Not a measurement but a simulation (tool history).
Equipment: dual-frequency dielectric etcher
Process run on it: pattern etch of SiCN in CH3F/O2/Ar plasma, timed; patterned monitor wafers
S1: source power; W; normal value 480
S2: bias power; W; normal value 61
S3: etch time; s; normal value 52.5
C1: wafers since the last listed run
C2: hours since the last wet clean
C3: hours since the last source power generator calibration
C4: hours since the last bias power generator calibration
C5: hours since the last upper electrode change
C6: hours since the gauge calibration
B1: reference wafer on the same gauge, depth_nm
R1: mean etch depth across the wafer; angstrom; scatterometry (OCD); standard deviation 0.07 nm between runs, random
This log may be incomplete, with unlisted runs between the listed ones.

| run | hour | S1 | S2 | S3 | C1 | C2 | C3 | C4 | C5 | C6 | B1 | R1 |
|---|---|---|---|---|---|---|---|---|---|---|---|---|
| 1 | 0 | 480 | 71 | 52.5 | 0 | 339.6 | 4770.9 | 2507.2 | 4485.6 | 309.1 | 15.89 | 209.9 |
|  | 46.4 | wet clean of the chamber |
| 2 | 46.9 | 480 | 71 | 52.5 | 238 | 0.5 | 4817.8 | 2554.1 | 4532.5 | 356 | 15.88 | 206.8 |
| 3 | 100.9 | 480 | 71 | 52.5 | 562 | 54.5 | 4871.8 | 2608.1 | 4586.5 | 410 | 15.9 | 205.6 |
| 4 | 141 | 480 | 61 | 52.5 | 417 | 94.6 | 4911.9 | 2648.2 | 4626.6 | 450.1 | 15.88 | 199.5 |
| 5 | 166 | 480 | 61 | 52.5 | 260 | 119.6 | 4936.9 | 2673.2 | 4651.6 | 475.1 | 15.92 | 200.7 |
| 6 | 190.3 | 480 | 61 | 52.5 | 252 | 143.9 | 4961.2 | 2697.5 | 4675.9 | 499.4 | 15.92 | 198.3 |
| 7 | 217.3 | 480 | 61 | 52.5 | 281 | 170.9 | 4988.2 | 2724.5 | 4702.9 | 526.4 | 15.92 | 200.4 |
| 8 | 251 | 480 | 61 | 52.5 | 350 | 204.6 | 5021.9 | 2758.2 | 4736.6 | 560.1 | 15.91 | 200.4 |
| 9 | 308.9 | 480 | 61 | 52.5 | 602 | 262.5 | 5079.8 | 2816.1 | 4794.5 | 618 | 15.92 | 200.2 |
| 10 | 369.3 | 480 | 61 | 60 | 628 | 322.9 | 5140.2 | 2876.5 | 4854.9 | 678.4 | 15.91 | 228.8 |
|  | 400.3 | wet clean of the chamber |
| 11 | 427.1 | 480 | 61 | 60 | 351 | 26.8 | 5198 | 2934.3 | 4912.7 | 736.2 | 15.89 | 227.3 |
| 12 | 476.4 | 480 | 61 | 60 | 513 | 76.1 | 5247.3 | 2983.6 | 4962 | 785.5 | 15.9 | 228.6 |
| 13 | 531.8 | 480 | 52 | 66 | 576 | 131.5 | 5302.7 | 3039 | 5017.4 | 840.9 | 15.9 | 242.1 |
| 14 | 573.6 | 410 | 61 | 39.5 | 435 | 173.3 | 5344.5 | 3080.8 | 5059.2 | 882.7 | 15.89 | 141.8 |
|  | 588.4 | bias power generator calibrated |
| 15 | 598.6 | 480 | 61 | 47.5 | 218 | 198.3 | 5369.5 | 10.2 | 5084.2 | 907.7 | 15.89 | 181.2 |
| 16 | 631.1 | 480 | 68 | 56.5 | 338 | 230.8 | 5402 | 42.7 | 5116.7 | 940.2 | 15.92 | 222.2 |
|  | 658.7 | source power generator calibrated |
| 17 | 668.2 | 580 | 61 | 52.5 | 344 | 267.9 | 9.5 | 79.8 | 5153.8 | 977.3 | 15.91 | 216.3 |
| 18 | 695.9 | 480 | 61 | 62 | 288 | 295.6 | 37.2 | 107.5 | 5181.5 | 1005 | 15.91 | 238.3 |
|  | 748.2 | gauge calibrated |
|  | 758.3 | wet clean of the chamber |
| 19 | 758.8 | 480 | 61 | 52.5 | 404 | 0.5 | 100.1 | 170.4 | 5244.4 | 10.6 | 15.87 | 196.8 |
|  | 817.4 | upper electrode replaced |
| 20 | 817.9 | 360 | 52 | 44 | 365 | 59.6 | 159.2 | 229.5 | 0.5 | 69.7 | 15.9 | 143.9 |
| 21 | 840.7 | 380 | 57 | 44 | 237 | 82.4 | 182 | 252.3 | 23.3 | 92.5 | 15.91 | 150.1 |
| 22 | 883.8 | 480 | 61 | 52.5 | 448 | 125.5 | 225.1 | 295.4 | 66.4 | 135.6 | 15.91 | 200.1 |
| 23 | 944.2 | 440 | 53 | 52.5 | 628 | 185.9 | 285.5 | 355.8 | 126.8 | 196 | 15.9 | 188.6 |
| 24 | 1013.5 | 570 | 61 | 52.5 | 721 | 255.2 | 354.8 | 425.1 | 196.1 | 265.3 | 15.92 | 214.4 |
| 25 | 1051.2 | 510 | 49 | 47.5 | 392 | 292.9 | 392.5 | 462.8 | 233.8 | 303 | 15.86 | 176.6 |

Consider 3 possible next runs. They are alternatives, not a sequence: every one starts from the tool as it was left by run 25. What does each give?
| A | 1051.6 | 480 | 61 | 52.5 | 4 | 293.3 | 392.9 | 463.2 | 234.2 | 303.4 | ? | ? |
| B | 1051.6 | 380 | 53 | 59.5 | 4 | 293.3 | 392.9 | 463.2 | 234.2 | 303.4 | ? | ? |
| C | 1051.6 | 480 | 70 | 62 | 4 | 293.3 | 392.9 | 463.2 | 234.2 | 303.4 | ? | ? |

| run | B1 | R1 |
|---|---|---|
| A | 15.91 | 201 |
| B | 15.91 | 201.3 |
| C | 15.91 | 245.9 |
With no hidden state in the tool, these same runs would have given:
| run | R1 |
|---|---|
| A | 198.2 |
| B | 198.4 |
| C | 242.4 |
